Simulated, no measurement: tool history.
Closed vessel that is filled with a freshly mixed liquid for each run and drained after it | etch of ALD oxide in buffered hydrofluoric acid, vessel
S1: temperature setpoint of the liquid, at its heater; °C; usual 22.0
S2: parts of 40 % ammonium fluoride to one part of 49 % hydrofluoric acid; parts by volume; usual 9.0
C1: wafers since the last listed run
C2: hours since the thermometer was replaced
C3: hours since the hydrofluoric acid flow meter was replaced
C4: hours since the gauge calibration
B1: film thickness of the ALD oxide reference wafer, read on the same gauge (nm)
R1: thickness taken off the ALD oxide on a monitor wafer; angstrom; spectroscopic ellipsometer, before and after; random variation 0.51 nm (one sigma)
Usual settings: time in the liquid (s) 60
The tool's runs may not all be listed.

run 1 hour=0.0 | S1=22.0 S2=9.0 time_in_the_liquid_(s)=60 | C1=0 C2=2209.1 C3=2144.1 C4=202.2 | B1=110.02 | R1=958.6
run 2 hour=8.5 | S1=22.0 S2=9.0 time_in_the_liquid_(s)=60 | C1=568 C2=2217.6 C3=2152.6 C4=210.7 | B1=110.00 | R1=951.3
run 3 hour=25.8 | S1=22.0 S2=9.0 time_in_the_liquid_(s)=60 | C1=1158 C2=2234.9 C3=2169.9 C4=228.0 | B1=110.01 | R1=959.7
run 4 hour=42.3 | S1=22.0 S2=9.0 time_in_the_liquid_(s)=60 | C1=1104 C2=2251.4 C3=2186.4 C4=244.5 | B1=109.99 | R1=956.6
run 5 hour=59.1 | S1=22.0 S2=9.0 time_in_the_liquid_(s)=60 | C1=1124 C2=2268.2 C3=2203.2 C4=261.3 | B1=110.00 | R1=956.3
run 6 hour=74.9 | S1=22.0 S2=9.0 time_in_the_liquid_(s)=60 | C1=1057 C2=2284.0 C3=2219.0 C4=277.1 | B1=109.98 | R1=946.7
run 7 hour=87.0 | S1=22.0 S2=9.0 time_in_the_liquid_(s)=60 | C1=809 C2=2296.1 C3=2231.1 C4=289.2 | B1=109.99 | R1=945.1
-- hour=89.7 thermometer replaced
run 8 hour=97.9 | S1=22.0 S2=9.0 time_in_the_liquid_(s)=60 | C1=662 C2=8.2 C3=2242.0 C4=300.1 | B1=109.99 | R1=1085.7
run 9 hour=107.0 | S1=22.0 S2=9.0 time_in_the_liquid_(s)=60 | C1=609 C2=17.3 C3=2251.1 C4=309.2 | B1=110.00 | R1=1097.1
-- hour=109.4 hydrofluoric acid flow meter replaced
run 10 hour=118.6 | S1=22.0 S2=9.0 time_in_the_liquid_(s)=60 | C1=709 C2=28.9 C3=9.2 C4=320.8 | B1=110.01 | R1=1204.3
run 11 hour=126.6 | S1=18.5 S2=9.0 time_in_the_liquid_(s)=70 | C1=535 C2=36.9 C3=17.2 C4=328.8 | B1=110.02 | R1=1152.2
run 12 hour=140.4 | S1=18.5 S2=9.0 time_in_the_liquid_(s)=70 | C1=923 C2=50.7 C3=31.0 C4=342.6 | B1=110.00 | R1=1146.1
run 13 hour=173.8 | S1=22.0 S2=9.0 time_in_the_liquid_(s)=60 | C1=2235 C2=84.1 C3=64.4 C4=376.0 | B1=110.00 | R1=1192.4
run 14 hour=186.3 | S1=20.5 S2=9.0 time_in_the_liquid_(s)=60 | C1=836 C2=96.6 C3=76.9 C4=388.5 | B1=110.00 | R1=1100.7
run 15 hour=199.1 | S1=22.0 S2=7.5 time_in_the_liquid_(s)=35 | C1=856 C2=109.4 C3=89.7 C4=401.3 | B1=110.01 | R1=848.6
run 16 hour=211.4 | S1=22.0 S2=10.5 time_in_the_liquid_(s)=85 | C1=823 C2=121.7 C3=102.0 C4=413.6 | B1=110.00 | R1=1498.6
run 17 hour=223.7 | S1=20.0 S2=9.0 time_in_the_liquid_(s)=75 | C1=823 C2=134.0 C3=114.3 C4=425.9 | B1=110.00 | R1=1332.1
run 18 hour=238.4 | S1=26.0 S2=10.5 time_in_the_liquid_(s)=50 | C1=984 C2=148.7 C3=129.0 C4=440.6 | B1=110.03 | R1=1101.6
run 19 hour=256.3 | S1=22.0 S2=9.0 time_in_the_liquid_(s)=60 | C1=1198 C2=166.6 C3=146.9 C4=458.5 | B1=110.02 | R1=1186.6
-- hour=265.0 gauge calibrated
run 20 hour=268.5 | S1=23.5 S2=7.5 time_in_the_liquid_(s)=60 | C1=816 C2=178.8 C3=159.1 C4=3.5 | B1=109.98 | R1=1560.7
run 21 hour=276.7 | S1=22.0 S2=9.0 time_in_the_liquid_(s)=60 | C1=548 C2=187.0 C3=167.3 C4=11.7 | B1=110.02 | R1=1175.9
run 22 hour=286.6 | S1=19.0 S2=9.0 time_in_the_liquid_(s)=90 | C1=662 C2=196.9 C3=177.2 C4=21.6 | B1=110.04 | R1=1494.5
run 23 hour=298.2 | S1=20.0 S2=7.5 time_in_the_liquid_(s)=40 | C1=776 C2=208.5 C3=188.8 C4=33.2 | B1=110.03 | R1=853.9
run 24 hour=314.7 | S1=26.0 S2=11.0 time_in_the_liquid_(s)=60 | C1=1104 C2=225.0 C3=205.3 C4=49.7 | B1=109.97 | R1=1241.4

Forecast run 25:
run 25 hour=328.6 | S1=22.0 S2=11.5 time_in_the_liquid_(s)=80 | C1=930 C2=238.9 C3=219.2 C4=63.6 | B1=? | R1=?

{"run 25": {"B1": 109.98, "R1": 1277.9}}
Without the tool's hidden state the same run would have given R1 1336.8 angstrom.

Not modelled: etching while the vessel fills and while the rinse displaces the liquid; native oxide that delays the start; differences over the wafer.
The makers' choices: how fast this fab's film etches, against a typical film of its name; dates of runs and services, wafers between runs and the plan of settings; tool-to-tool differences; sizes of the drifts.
